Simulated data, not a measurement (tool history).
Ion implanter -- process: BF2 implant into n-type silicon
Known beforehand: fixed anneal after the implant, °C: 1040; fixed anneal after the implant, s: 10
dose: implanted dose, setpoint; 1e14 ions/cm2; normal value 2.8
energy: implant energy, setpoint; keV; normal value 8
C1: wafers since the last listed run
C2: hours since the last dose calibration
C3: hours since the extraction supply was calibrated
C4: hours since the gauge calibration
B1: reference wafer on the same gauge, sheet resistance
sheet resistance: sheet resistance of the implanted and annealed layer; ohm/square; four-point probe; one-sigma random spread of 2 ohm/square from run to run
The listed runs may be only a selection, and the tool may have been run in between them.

run 1 day=0 | dose=2.8 energy=8 | C1=0 C2=1462.7 C3=3698.5 C4=613.6 | B1=461.06 | sheet_resistance=495.55
run 2 day=0.683 | dose=2.8 energy=8 | C1=428 C2=1479.1 C3=3714.9 C4=630 | B1=461.03 | sheet_resistance=499.46
run 3 day=1.508 | dose=2.8 energy=8 | C1=517 C2=1498.9 C3=3734.7 C4=649.8 | B1=460.86 | sheet_resistance=499.71
run 4 day=2.512 | dose=2.55 energy=8 | C1=629 C2=1523 C3=3758.8 C4=673.9 | B1=461.13 | sheet_resistance=538.01
run 5 day=3.962 | dose=2.8 energy=8 | C1=908 C2=1557.8 C3=3793.6 C4=708.7 | B1=460.91 | sheet_resistance=498.52
run 6 day=4.854 | dose=2.18 energy=8 | C1=558 C2=1579.2 C3=3815 C4=730.1 | B1=461.1 | sheet_resistance=611.71
run 7 day=5.804 | dose=2.18 energy=8 | C1=595 C2=1602 C3=3837.8 C4=752.9 | B1=461.48 | sheet_resistance=609.66
run 8 day=7.208 | dose=2.8 energy=8 | C1=879 C2=1635.7 C3=3871.5 C4=786.6 | B1=460.93 | sheet_resistance=502.37
run 9 day=8.138 | dose=2.8 energy=8 | C1=582 C2=1658 C3=3893.8 C4=808.9 | B1=460.7 | sheet_resistance=496.56
run 10 day=9.521 | dose=2.27 energy=8 | C1=866 C2=1691.2 C3=3927 C4=842.1 | B1=460.92 | sheet_resistance=589.87
run 11 day=10.754 | dose=2.8 energy=8 | C1=772 C2=1720.8 C3=3956.6 C4=871.7 | B1=460.81 | sheet_resistance=499.09
run 12 day=11.7 | dose=2.8 energy=8 | C1=592 C2=1743.5 C3=3979.3 C4=894.4 | B1=460.74 | sheet_resistance=505.35
run 13 day=12.725 | dose=2.8 energy=8 | C1=642 C2=1768.1 C3=4003.9 C4=919 | B1=461.31 | sheet_resistance=503.06
-- day=13.283 Faraday cup replaced and dose calibrated
-- day=13.325 extraction supply calibrated
run 14 day=13.962 | dose=2.8 energy=8 | C1=538 C2=16.3 C3=15.3 C4=948.7 | B1=461.08 | sheet_resistance=511.25
-- day=15.117 gauge calibrated
run 15 day=15.4 | dose=2.8 energy=8 | C1=900 C2=50.8 C3=49.8 C4=6.8 | B1=461.28 | sheet_resistance=513.66
run 16 day=16.871 | dose=2.8 energy=7 | C1=921 C2=86.1 C3=85.1 C4=42.1 | B1=460.63 | sheet_resistance=527.17
run 17 day=18.142 | dose=2.8 energy=8 | C1=796 C2=116.6 C3=115.6 C4=72.6 | B1=460.93 | sheet_resistance=513.62
-- day=21.388 Faraday cup replaced and dose calibrated, repeated, since the last time left the tool worse
run 18 day=21.408 | dose=2.8 energy=9 | C1=1838 C2=0.5 C3=194 C4=151 | B1=460.87 | sheet_resistance=477.59
run 19 day=22.712 | dose=2.8 energy=8 | C1=817 C2=31.8 C3=225.3 C4=182.3 | B1=461.07 | sheet_resistance=489.11
run 20 day=23.871 | dose=1.97 energy=10.5 | C1=725 C2=59.6 C3=253.1 C4=210.1 | B1=460.68 | sheet_resistance=626.81

Estimate the outcome of run 21 from the log above:
run 21 day=25.154 | dose=2.8 energy=8 | C1=804 C2=90.4 C3=283.9 C4=240.9 | B1=? | sheet_resistance=?

{"run 21": {"B1": 461.35, "sheet resistance": 487.57}}
Without the tool's hidden state the same run would have given sheet resistance 487.73 ohm/square.
